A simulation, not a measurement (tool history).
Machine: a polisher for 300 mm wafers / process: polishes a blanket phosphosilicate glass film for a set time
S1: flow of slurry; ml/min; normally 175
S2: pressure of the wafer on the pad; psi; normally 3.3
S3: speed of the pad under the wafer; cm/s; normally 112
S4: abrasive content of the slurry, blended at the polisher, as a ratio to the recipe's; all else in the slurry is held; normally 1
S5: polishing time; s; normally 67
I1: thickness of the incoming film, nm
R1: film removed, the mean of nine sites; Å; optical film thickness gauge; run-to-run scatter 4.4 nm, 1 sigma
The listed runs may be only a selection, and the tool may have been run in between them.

| run | hour | S1 | S2 | S3 | S4 | S5 | I1 | R1 |
|---|---|---|---|---|---|---|---|---|
| 1 | 0.0 | 175 | 3.3 | 112 | 1 | 67 | 2524.6 | 6914 |
| 2 | 8.4 | 175 | 3.3 | 112 | 1 | 67 | 2550.3 | 6873 |
| 3 | 46.9 | 175 | 3.3 | 112 | 1 | 67 | 2534.5 | 6898 |
| 4 | 54.1 | 175 | 3.3 | 112 | 1 | 67 | 2570.5 | 6882 |
| 5 | 66.5 | 175 | 3.3 | 112 | 1 | 67 | 2542.0 | 6939 |
|  | 70.3 | conditioning disc replaced and pad reconditioned |
|  | 74.0 | slurry blender recalibrated |
| 6 | 79.9 | 175 | 4.1 | 112 | 1 | 67 | 2579.0 | 8621 |
| 7 | 92.7 | 175 | 3.3 | 112 | 1 | 67 | 2559.2 | 6906 |
|  | 103.6 | worn pad replaced by a new one |
| 8 | 107.4 | 175 | 3.3 | 112 | 1 | 67 | 2593.2 | 6929 |
| 9 | 118.6 | 175 | 2.9 | 82 | 1 | 50 | 2532.0 | 3529 |
|  | 139.1 | slurry nozzle cleaned |
| 10 | 145.0 | 215 | 3.8 | 112 | 1 | 67 | 2585.0 | 7893 |
| 11 | 154.7 | 235 | 2.1 | 152 | 1 | 67 | 2521.7 | 5645 |
|  | 157.5 | head pressure recalibrated |
| 12 | 168.3 | 175 | 3.3 | 92 | 1 | 55 | 2578.6 | 4551 |
| 13 | 179.6 | 135 | 3.3 | 112 | 1 | 67 | 2533.9 | 5972 |
| 14 | 191.4 | 175 | 3.3 | 112 | 1 | 67 | 2552.9 | 6331 |
|  | 195.2 | slurry nozzle cleaned, repeated, since the last time left the tool worse |
| 15 | 201.5 | 150 | 3.3 | 112 | 1 | 67 | 2586.1 | 6981 |
| 16 | 219.1 | 175 | 4.1 | 112 | 1 | 67 | 2572.1 | 8850 |
| 17 | 228.0 | 175 | 3.3 | 112 | 1 | 67 | 2569.1 | 7078 |

Consider 3 possible next runs. They are alternatives, not a sequence: every one starts from the tool as it was left by run 17. What does each give?
| A | 228.5 | 175 | 3.3 | 112 | 1 | 67 | 2545.5 | ? |
| B | 228.5 | 215 | 3.3 | 100 | 1 | 67 | 2545.5 | ? |
| C | 228.5 | 175 | 3.3 | 140 | 1 | 67 | 2545.5 | ? |

| run | R1 |
|---|---|
| A | 7088 |
| B | 6651 |
| C | 8473 |
The same runs, with their run-to-run variation unchanged, on a tool lacking any hidden condition would have given:
| run | R1 |
|---|---|
| A | 7150 |
| B | 6700 |
| C | 8547 |
